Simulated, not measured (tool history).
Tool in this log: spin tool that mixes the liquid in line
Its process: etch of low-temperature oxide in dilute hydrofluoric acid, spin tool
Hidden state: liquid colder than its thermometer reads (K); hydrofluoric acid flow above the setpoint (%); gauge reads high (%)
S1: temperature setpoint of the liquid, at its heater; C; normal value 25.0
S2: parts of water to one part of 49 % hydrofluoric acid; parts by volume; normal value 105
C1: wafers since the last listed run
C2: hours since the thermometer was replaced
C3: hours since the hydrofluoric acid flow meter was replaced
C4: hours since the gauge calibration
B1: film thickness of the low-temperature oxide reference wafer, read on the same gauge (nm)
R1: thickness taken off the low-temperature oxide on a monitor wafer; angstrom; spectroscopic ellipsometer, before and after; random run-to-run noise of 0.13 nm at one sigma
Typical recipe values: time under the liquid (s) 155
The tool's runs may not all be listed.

{"run": 1, "hour": 0.0, "S1": 25.0, "S2": 105, "time under the liquid (s)": 155, "C1": 0, "C2": 1678.6, "C3": 132.4, "C4": 845.7, "B1": 100.01, "R1": 410.0}
{"run": 2, "hour": 58.7, "S1": 25.0, "S2": 105, "time under the liquid (s)": 155, "C1": 575, "C2": 1737.3, "C3": 191.1, "C4": 904.4, "B1": 100.02, "R1": 410.6}
{"run": 3, "hour": 101.5, "S1": 25.0, "S2": 105, "time under the liquid (s)": 155, "C1": 419, "C2": 1780.1, "C3": 233.9, "C4": 947.2, "B1": 100.02, "R1": 410.6}
{"run": 4, "hour": 175.6, "S1": 25.0, "S2": 95, "time under the liquid (s)": 155, "C1": 726, "C2": 1854.2, "C3": 308.0, "C4": 1021.3, "B1": 100.02, "R1": 460.0}
{"run": 5, "hour": 214.6, "S1": 25.0, "S2": 95, "time under the liquid (s)": 155, "C1": 382, "C2": 1893.2, "C3": 347.0, "C4": 1060.3, "B1": 100.02, "R1": 461.7}
{"run": 6, "hour": 264.4, "S1": 28.5, "S2": 105, "time under the liquid (s)": 125, "C1": 488, "C2": 1943.0, "C3": 396.8, "C4": 1110.1, "B1": 99.97, "R1": 380.8}
{"run": 7, "hour": 334.0, "S1": 25.0, "S2": 85, "time under the liquid (s)": 85, "C1": 682, "C2": 2012.6, "C3": 466.4, "C4": 1179.7, "B1": 99.98, "R1": 285.3}
{"run": 8, "hour": 440.5, "S1": 25.0, "S2": 85, "time under the liquid (s)": 85, "C1": 1044, "C2": 2119.1, "C3": 572.9, "C4": 1286.2, "B1": 100.05, "R1": 285.6}
{"hour": 527.3, "done": "thermometer replaced"}
{"run": 9, "hour": 758.6, "S1": 25.0, "S2": 80, "time under the liquid (s)": 195, "C1": 3109, "C2": 231.3, "C3": 891.0, "C4": 1604.3, "B1": 100.0, "R1": 723.6}
{"run": 10, "hour": 841.4, "S1": 25.0, "S2": 105, "time under the liquid (s)": 155, "C1": 811, "C2": 314.1, "C3": 973.8, "C4": 1687.1, "B1": 99.99, "R1": 423.7}
{"run": 11, "hour": 915.8, "S1": 28.5, "S2": 105, "time under the liquid (s)": 210, "C1": 729, "C2": 388.5, "C3": 1048.2, "C4": 1761.5, "B1": 100.03, "R1": 657.4}
{"run": 12, "hour": 995.9, "S1": 25.0, "S2": 105, "time under the liquid (s)": 155, "C1": 785, "C2": 468.6, "C3": 1128.3, "C4": 1841.6, "B1": 100.03, "R1": 426.0}
{"run": 13, "hour": 1058.1, "S1": 25.0, "S2": 105, "time under the liquid (s)": 155, "C1": 609, "C2": 530.8, "C3": 1190.5, "C4": 1903.8, "B1": 100.02, "R1": 425.6}
{"hour": 1133.8, "done": "gauge calibrated"}
{"run": 14, "hour": 1154.4, "S1": 25.0, "S2": 105, "time under the liquid (s)": 155, "C1": 944, "C2": 627.1, "C3": 1286.8, "C4": 20.6, "B1": 99.98, "R1": 424.3}
{"run": 15, "hour": 1210.8, "S1": 25.0, "S2": 105, "time under the liquid (s)": 110, "C1": 553, "C2": 683.5, "C3": 1343.2, "C4": 77.0, "B1": 100.0, "R1": 301.1}
{"run": 16, "hour": 1258.1, "S1": 25.0, "S2": 70, "time under the liquid (s)": 155, "C1": 463, "C2": 730.8, "C3": 1390.5, "C4": 124.3, "B1": 100.04, "R1": 665.2}
{"run": 17, "hour": 1297.1, "S1": 27.0, "S2": 105, "time under the liquid (s)": 240, "C1": 382, "C2": 769.8, "C3": 1429.5, "C4": 163.3, "B1": 100.01, "R1": 709.7}
{"hour": 1299.0, "done": "hydrofluoric acid flow meter replaced"}
{"run": 18, "hour": 1374.6, "S1": 25.0, "S2": 105, "time under the liquid (s)": 155, "C1": 750, "C2": 847.3, "C3": 75.6, "C4": 240.8, "B1": 99.98, "R1": 414.2}
{"run": 19, "hour": 1451.4, "S1": 29.0, "S2": 120, "time under the liquid (s)": 210, "C1": 753, "C2": 924.1, "C3": 152.4, "C4": 317.6, "B1": 99.99, "R1": 565.7}
{"run": 20, "hour": 1545.3, "S1": 21.0, "S2": 145, "time under the liquid (s)": 125, "C1": 920, "C2": 1018.0, "C3": 246.3, "C4": 411.5, "B1": 99.98, "R1": 198.3}
{"run": 21, "hour": 1581.8, "S1": 25.0, "S2": 95, "time under the liquid (s)": 155, "C1": 357, "C2": 1054.5, "C3": 282.8, "C4": 448.0, "B1": 100.05, "R1": 465.4}
{"run": 22, "hour": 1668.2, "S1": 25.0, "S2": 105, "time under the liquid (s)": 155, "C1": 847, "C2": 1140.9, "C3": 369.2, "C4": 534.4, "B1": 100.03, "R1": 415.6}
{"run": 23, "hour": 1712.6, "S1": 22.0, "S2": 105, "time under the liquid (s)": 155, "C1": 435, "C2": 1185.3, "C3": 413.6, "C4": 578.8, "B1": 100.01, "R1": 368.4}
{"run": 24, "hour": 1762.5, "S1": 22.5, "S2": 105, "time under the liquid (s)": 155, "C1": 489, "C2": 1235.2, "C3": 463.5, "C4": 628.7, "B1": 99.95, "R1": 376.3}
{"run": 25, "hour": 1805.2, "S1": 20.5, "S2": 150, "time under the liquid (s)": 155, "C1": 418, "C2": 1277.9, "C3": 506.2, "C4": 671.4, "B1": 99.99, "R1": 231.2}
{"run": 26, "hour": 1878.2, "S1": 25.0, "S2": 145, "time under the liquid (s)": 155, "C1": 715, "C2": 1350.9, "C3": 579.2, "C4": 744.4, "B1": 99.97, "R1": 288.2}
{"run": 27, "hour": 1975.1, "S1": 25.0, "S2": 155, "time under the liquid (s)": 200, "C1": 950, "C2": 1447.8, "C3": 676.1, "C4": 841.3, "B1": 99.98, "R1": 342.9}
{"run": 28, "hour": 2074.6, "S1": 25.0, "S2": 150, "time under the liquid (s)": 155, "C1": 975, "C2": 1547.3, "C3": 775.6, "C4": 940.8, "B1": 100.0, "R1": 274.2}
{"run": 29, "hour": 2133.6, "S1": 21.5, "S2": 125, "time under the liquid (s)": 210, "C1": 578, "C2": 1606.3, "C3": 834.6, "C4": 999.8, "B1": 99.96, "R1": 402.1}
{"run": 30, "hour": 2406.0, "S1": 21.5, "S2": 150, "time under the liquid (s)": 155, "C1": 2671, "C2": 1878.7, "C3": 1107.0, "C4": 1272.2, "B1": 99.95, "R1": 241.4}
{"run": 31, "hour": 2469.8, "S1": 25.0, "S2": 105, "time under the liquid (s)": 155, "C1": 625, "C2": 1942.5, "C3": 1170.8, "C4": 1336.0, "B1": 99.99, "R1": 414.0}
{"run": 32, "hour": 2556.7, "S1": 27.0, "S2": 125, "time under the liquid (s)": 155, "C1": 852, "C2": 2029.4, "C3": 1257.7, "C4": 1422.9, "B1": 100.02, "R1": 365.9}

Some steps in R1 between neighbouring runs. How much of each would the tool show without its hidden state too (settings, what came in, random variation), and how much is left for the hidden state, with any gauge scatter that isn't in both results?
Run 8 -> 9: S2 85 -> 80, time under the liquid (s) 85 -> 195, thermometer replaced. R1 +438.0 angstrom: hidden state +13.1, all else +424.9.
Run 15 -> 16: S2 105 -> 70, time under the liquid (s) 110 -> 155. R1 +364.1 angstrom: hidden state +1.5, all else +362.6.
Run 17 -> 18: S1 27.0 -> 25.0, time under the liquid (s) 240 -> 155, hydrofluoric acid flow meter replaced. R1 -295.5 angstrom: hidden state -9.1, all else -286.4.
Run 19 -> 20: S1 29.0 -> 21.0, S2 120 -> 145, time under the liquid (s) 210 -> 125. R1 -367.4 angstrom: hidden state +3.6, all else -371.0.
